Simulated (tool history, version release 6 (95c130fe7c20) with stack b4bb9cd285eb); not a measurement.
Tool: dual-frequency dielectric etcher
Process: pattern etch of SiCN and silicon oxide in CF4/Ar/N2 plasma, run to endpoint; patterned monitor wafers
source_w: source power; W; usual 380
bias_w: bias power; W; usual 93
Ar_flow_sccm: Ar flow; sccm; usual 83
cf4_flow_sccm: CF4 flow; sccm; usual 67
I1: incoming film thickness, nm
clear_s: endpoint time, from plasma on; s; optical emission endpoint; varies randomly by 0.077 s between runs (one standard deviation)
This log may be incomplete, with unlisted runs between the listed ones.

Run 1, hour 0: usual settings; I1 8.62. Result: clear_s 10.3 s.
Run 2, hour 69.1: usual settings but source_w 300 W, bias_w 82 W, Ar_flow_sccm 65 sccm, cf4_flow_sccm 61 sccm; I1 8.71. Result: clear_s 13 s.
Run 3, hour 95.3: usual settings but source_w 440 W, Ar_flow_sccm 90 sccm, cf4_flow_sccm 75 sccm; I1 8.68. Result: clear_s 8.9 s.
At hour 116.4: CF4 flow controller replaced.
At hour 143.2: bias power generator calibrated.
Run 4, hour 143.7: usual settings but source_w 450 W, bias_w 79 W; I1 8.81. Result: clear_s 9.6 s.
Run 5, hour 165.6: usual settings but bias_w 79 W, Ar_flow_sccm 88 sccm; I1 8.69. Result: clear_s 10.8 s.
At hour 277.6: source power generator calibrated.
At hour 370.6: upper electrode replaced.
Run 6, hour 371.1: usual settings but source_w 410 W, bias_w 82 W, Ar_flow_sccm 90 sccm, cf4_flow_sccm 58 sccm; I1 8.68. Result: clear_s 10.2 s.
Run 7, hour 435.6: usual settings but source_w 460 W; I1 8.73. Result: clear_s 8.5 s.
At hour 522.8: wet clean of the chamber.
Run 8, hour 523.3: usual settings but source_w 340 W, bias_w 109 W, Ar_flow_sccm 96 sccm, cf4_flow_sccm 74 sccm; I1 8.75. Result: clear_s 11 s.
Run 9, hour 568.4: usual settings but source_w 470 W, bias_w 78 W, Ar_flow_sccm 76 sccm, cf4_flow_sccm 80 sccm; I1 8.76. Result: clear_s 8.8 s.
Run 10, hour 619: usual settings; I1 8.64. Result: clear_s 10.3 s.
Run 11, hour 651: usual settings but source_w 350 W, bias_w 75 W, cf4_flow_sccm 54 sccm; I1 8.76. Result: clear_s 12.4 s.
Run 12, hour 697.9: usual settings but source_w 330 W, bias_w 80 W, Ar_flow_sccm 99 sccm, cf4_flow_sccm 76 sccm; I1 8.76. Result: clear_s 12.4 s.
Run 13, hour 754.5: usual settings but cf4_flow_sccm 81 sccm; I1 8.74. Result: clear_s 9.8 s.
Run 14, hour 869.9: usual settings; I1 8.7. Result: clear_s 10 s.
Run 15, hour 910.5: usual settings but cf4_flow_sccm 56 sccm; I1 8.71. Result: clear_s 10.5 s.
Run 16, hour 953.3: usual settings but source_w 320 W, bias_w 78 W, cf4_flow_sccm 58 sccm; I1 8.76. Result: clear_s 12.9 s.
Run 17, hour 979.1: usual settings but source_w 340 W, bias_w 83 W, Ar_flow_sccm 75 sccm, cf4_flow_sccm 54 sccm; I1 8.71. Result: clear_s 12 s.
Run 18, hour 1016: usual settings; I1 8.71. Result: clear_s 10 s.
At hour 1063.2: wet clean of the chamber.
Run 19, hour 1063.7: usual settings; I1 8.74. Result: clear_s 10.5 s.
Run 20, hour 1088.8: usual settings but source_w 290 W, Ar_flow_sccm 63 sccm; I1 8.63. Result: clear_s 12.6 s.
Run 21, hour 1142.4: usual settings; I1 8.72. Result: clear_s 10.4 s.
Run 22, hour 1190.8: usual settings but source_w 410 W, bias_w 81 W, Ar_flow_sccm 69 sccm, cf4_flow_sccm 59 sccm; I1 8.73. Result: clear_s 10.1 s.
Run 23, hour 1247.5: usual settings; I1 8.7. Result: clear_s 10.2 s.
Run 24, hour 1278.2: usual settings; I1 8.67. Result: clear_s 10.2 s.

Each row is a separate what-if for the run after 24, all from the same tool condition, not one after another. Results?
Run A, hour 1278.6: usual settings; I1 8.74. Result: clear_s ?.
Run B, hour 1278.6: usual settings but source_w 340 W, Ar_flow_sccm 63 sccm; I1 8.74. Result: clear_s ?.
Run C, hour 1278.6: usual settings but bias_w 107 W; I1 8.74. Result: clear_s ?.
Run D, hour 1278.6: usual settings but source_w 430 W, cf4_flow_sccm 60 sccm; I1 8.74. Result: clear_s ?.

run  clear_s
  A     10.2
  B     10.9
  C      9.8
  D      9.4
With no hidden state in the tool, these same runs would have given:
run  clear_s
  A     10.4
  B     11.1
  C       10
  D      9.6

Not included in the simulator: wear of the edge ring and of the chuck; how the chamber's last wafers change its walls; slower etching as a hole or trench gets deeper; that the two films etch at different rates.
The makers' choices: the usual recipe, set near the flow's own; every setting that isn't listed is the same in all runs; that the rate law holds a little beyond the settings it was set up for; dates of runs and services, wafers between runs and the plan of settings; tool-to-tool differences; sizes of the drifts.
